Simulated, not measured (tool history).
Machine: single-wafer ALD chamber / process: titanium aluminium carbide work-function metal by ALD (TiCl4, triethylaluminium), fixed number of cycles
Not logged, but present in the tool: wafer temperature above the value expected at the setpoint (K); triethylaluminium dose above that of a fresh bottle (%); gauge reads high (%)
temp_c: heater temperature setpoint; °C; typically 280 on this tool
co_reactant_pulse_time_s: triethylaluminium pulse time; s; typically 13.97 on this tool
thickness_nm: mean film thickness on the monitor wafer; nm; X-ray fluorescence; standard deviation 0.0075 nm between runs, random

| run | day | temp_c | co_reactant_pulse_time_s | wafers since the last listed run | hours since the last thermocouple change | hours since the last triethylaluminium bottle change | hours since the showerhead was replaced | hours since the gauge calibration | read-back reference wafer on the same gauge, thickness_nm | thickness_nm |
|---|---|---|---|---|---|---|---|---|---|---|
| 1 | 0.000 | 286 | 18.09 | 0 | 214.2 | 39.7 | 3597.2 | 139.4 | 1.580 | 1.728 |
| 2 | 2.804 | 286 | 18.09 | 532 | 281.5 | 107.0 | 3664.5 | 206.7 | 1.579 | 1.723 |
| 3 | 4.533 | 280 | 11.66 | 328 | 323.0 | 148.5 | 3706.0 | 248.2 | 1.583 | 1.658 |
| 4 | 5.700 | 280 | 11.66 | 221 | 351.0 | 176.5 | 3734.0 | 276.2 | 1.580 | 1.662 |
| 5 | 8.108 | 275 | 13.97 | 457 | 408.8 | 234.3 | 3791.8 | 334.0 | 1.582 | 1.639 |
| 6 | 10.854 | 280 | 13.97 | 521 | 474.7 | 300.2 | 3857.7 | 399.9 | 1.579 | 1.660 |
| 7 | 13.171 | 280 | 13.97 | 440 | 530.3 | 355.8 | 3913.3 | 455.5 | 1.579 | 1.664 |
| 8 | 15.696 | 280 | 13.97 | 479 | 590.9 | 416.4 | 3973.9 | 516.1 | 1.583 | 1.668 |
| 9 | 18.167 | 280 | 13.97 | 469 | 650.2 | 475.7 | 4033.2 | 575.4 | 1.578 | 1.662 |
| 10 | 19.308 | 286 | 16.14 | 216 | 677.6 | 503.1 | 4060.6 | 602.8 | 1.580 | 1.698 |
|  | 20.217 | showerhead replaced, of another model than before |
| 11 | 25.675 | 286 | 16.14 | 1146 | 830.4 | 655.9 | 131.0 | 755.6 | 1.581 | 1.703 |
| 12 | 27.450 | 280 | 13.97 | 337 | 873.0 | 698.5 | 173.6 | 798.2 | 1.579 | 1.661 |
| 13 | 29.388 | 280 | 10.44 | 368 | 919.5 | 745.0 | 220.1 | 844.7 | 1.579 | 1.602 |
| 14 | 31.917 | 287 | 11.28 | 480 | 980.2 | 805.7 | 280.8 | 905.4 | 1.578 | 1.653 |
| 15 | 34.283 | 269 | 13.97 | 449 | 1037.0 | 862.5 | 337.6 | 962.2 | 1.579 | 1.559 |
|  | 35.867 | triethylaluminium bottle replaced |
| 16 | 36.050 | 280 | 13.97 | 272 | 1079.4 | 4.4 | 380.0 | 1004.6 | 1.579 | 1.631 |
| 17 | 38.671 | 287 | 18.43 | 498 | 1142.3 | 67.3 | 442.9 | 1067.5 | 1.579 | 1.703 |
|  | 38.933 | gauge calibrated |
| 18 | 39.950 | 271 | 13.97 | 243 | 1173.0 | 98.0 | 473.6 | 24.4 | 1.580 | 1.565 |
|  | 42.038 | thermocouple changed; heater temperature recalibrated |
| 19 | 42.246 | 280 | 16.57 | 373 | 5.0 | 153.1 | 528.7 | 79.5 | 1.582 | 1.661 |
| 20 | 44.208 | 272 | 18.62 | 373 | 52.1 | 200.2 | 575.8 | 126.6 | 1.581 | 1.609 |
| 21 | 45.375 | 280 | 13.97 | 221 | 80.1 | 228.2 | 603.8 | 154.6 | 1.577 | 1.674 |
| 22 | 47.317 | 290 | 10.73 | 369 | 126.7 | 274.8 | 650.4 | 201.2 | 1.580 | 1.680 |
| 23 | 50.042 | 280 | 13.97 | 517 | 192.1 | 340.2 | 715.8 | 266.6 | 1.582 | 1.662 |
| 24 | 51.362 | 271 | 10.52 | 251 | 223.8 | 371.9 | 747.5 | 298.3 | 1.581 | 1.539 |
| 25 | 53.600 | 280 | 13.97 | 425 | 277.5 | 425.6 | 801.2 | 352.0 | 1.579 | 1.658 |

Consider 5 possible next runs. They are alternatives, not a sequence: every one starts from the tool as it was left by run 25. What does each give?
| A | 53.617 | 280 | 13.97 | 3 | 277.9 | 426.0 | 801.6 | 352.4 | ? | ? |
| B | 53.617 | 285 | 8.68 | 3 | 277.9 | 426.0 | 801.6 | 352.4 | ? | ? |
| C | 53.617 | 280 | 12.13 | 3 | 277.9 | 426.0 | 801.6 | 352.4 | ? | ? |
| D | 53.617 | 280 | 16.45 | 3 | 277.9 | 426.0 | 801.6 | 352.4 | ? | ? |
| E | 53.617 | 294 | 13.97 | 3 | 277.9 | 426.0 | 801.6 | 352.4 | ? | ? |

| run | read-back reference wafer on the same gauge, thickness_nm | thickness_nm |
|---|---|---|
| A | 1.579 | 1.662 |
| B | 1.579 | 1.561 |
| C | 1.579 | 1.645 |
| D | 1.579 | 1.671 |
| E | 1.579 | 1.758 |
What these runs would have given with no unlogged condition in the tool:
| run | thickness_nm |
|---|---|
| A | 1.667 |
| B | 1.565 |
| C | 1.650 |
| D | 1.676 |
| E | 1.764 |
